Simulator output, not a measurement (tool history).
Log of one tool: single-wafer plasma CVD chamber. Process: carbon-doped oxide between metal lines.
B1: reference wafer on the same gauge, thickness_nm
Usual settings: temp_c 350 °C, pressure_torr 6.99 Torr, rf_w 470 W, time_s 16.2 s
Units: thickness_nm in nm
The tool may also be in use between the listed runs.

Run 1, hour 0.0: usual settings; B1 77.313. Result: thickness_nm 88.442 nm.
Run 2, hour 48.4: usual settings but temp_c 340 °C; B1 77.283. Result: thickness_nm 91.398 nm.
Run 3, hour 97.0: usual settings but temp_c 340 °C; B1 77.289. Result: thickness_nm 91.033 nm.
Run 4, hour 136.3: usual settings but temp_c 355 °C; B1 77.238. Result: thickness_nm 87.341 nm.
Run 5, hour 160.6: usual settings but temp_c 355 °C; B1 77.264. Result: thickness_nm 87.558 nm.
Run 6, hour 191.7: usual settings but temp_c 355 °C; B1 77.329. Result: thickness_nm 87.189 nm.
Run 7, hour 262.1: usual settings but pressure_torr 5.97 Torr, rf_w 400 W; B1 77.309. Result: thickness_nm 77.907 nm.
Run 8, hour 315.8: usual settings but rf_w 500 W; B1 77.293. Result: thickness_nm 92.416 nm.
Run 9, hour 365.2: usual settings but rf_w 500 W; B1 77.353. Result: thickness_nm 91.899 nm.
Run 10, hour 412.7: usual settings but rf_w 500 W; B1 77.251. Result: thickness_nm 92.161 nm.
Run 11, hour 462.0: usual settings but temp_c 343 °C, time_s 15.4 s; B1 77.335. Result: thickness_nm 86.534 nm.
Run 12, hour 496.2: usual settings but temp_c 343 °C, time_s 15.4 s; B1 77.248. Result: thickness_nm 86.039 nm.
Run 13, hour 530.7: usual settings but temp_c 343 °C, time_s 15.4 s; B1 77.332. Result: thickness_nm 86.801 nm.
Run 14, hour 591.2: usual settings but temp_c 344 °C, pressure_torr 8.00 Torr, time_s 13.2 s; B1 77.331. Result: thickness_nm 74.043 nm.
Run 15, hour 637.9: usual settings but temp_c 355 °C; B1 77.306. Result: thickness_nm 87.427 nm.
Run 16, hour 774.3: usual settings but temp_c 337 °C, rf_w 415 W; B1 77.300. Result: thickness_nm 84.514 nm.
Run 17, hour 799.7: usual settings; B1 77.368. Result: thickness_nm 88.689 nm.
Run 18, hour 853.6: usual settings but temp_c 342 °C, pressure_torr 8.38 Torr, rf_w 495 W, time_s 17.1 s; B1 77.330. Result: thickness_nm 99.900 nm.
Run 19, hour 911.5: usual settings but time_s 17.2 s; B1 77.316. Result: thickness_nm 94.146 nm.
Run 20, hour 1018.0: usual settings but time_s 14.6 s; B1 77.330. Result: thickness_nm 79.739 nm.
Run 21, hour 1043.9: usual settings but temp_c 342 °C, pressure_torr 8.38 Torr, rf_w 495 W, time_s 17.1 s; B1 77.242. Result: thickness_nm 99.875 nm.
Run 22, hour 1079.2: usual settings but time_s 17.9 s; B1 77.283. Result: thickness_nm 96.970 nm.
Run 23, hour 1105.7: usual settings but temp_c 365 °C; B1 77.293. Result: thickness_nm 84.655 nm.
Run 24, hour 1176.7: usual settings but temp_c 341 °C, time_s 18.3 s; B1 77.310. Result: thickness_nm 102.459 nm.
Run 25, hour 1222.2: usual settings; B1 77.254. Result: thickness_nm 88.882 nm.
Run 26, hour 1265.8: usual settings but rf_w 500 W; B1 77.246. Result: thickness_nm 92.204 nm.
Run 27, hour 1290.8: usual settings but pressure_torr 8.42 Torr, rf_w 545 W, time_s 14.7 s; B1 77.281. Result: thickness_nm 89.496 nm.

Not shown: 5 entries that the log had between the listed runs. Between which runs, and how does the tool's hidden state differ before and after?
Between runs 9 and 10: thermocouple changed; heater temperature recalibrated (hour 405.2)
  no hidden state differs between the two runs
Between runs 16 and 17: showerhead replaced (hour 796.6)
  no hidden state differs between the two runs
Between runs 17 and 18: capacitance manometer re-zeroed and calibrated (hour 847.0)
  no hidden state differs between the two runs
Between runs 18 and 19: gauge calibrated (hour 881.5)
  no hidden state differs between the two runs
Between runs 19 and 20: RF generator calibrated (hour 1008.2)
  no hidden state differs between the two runs
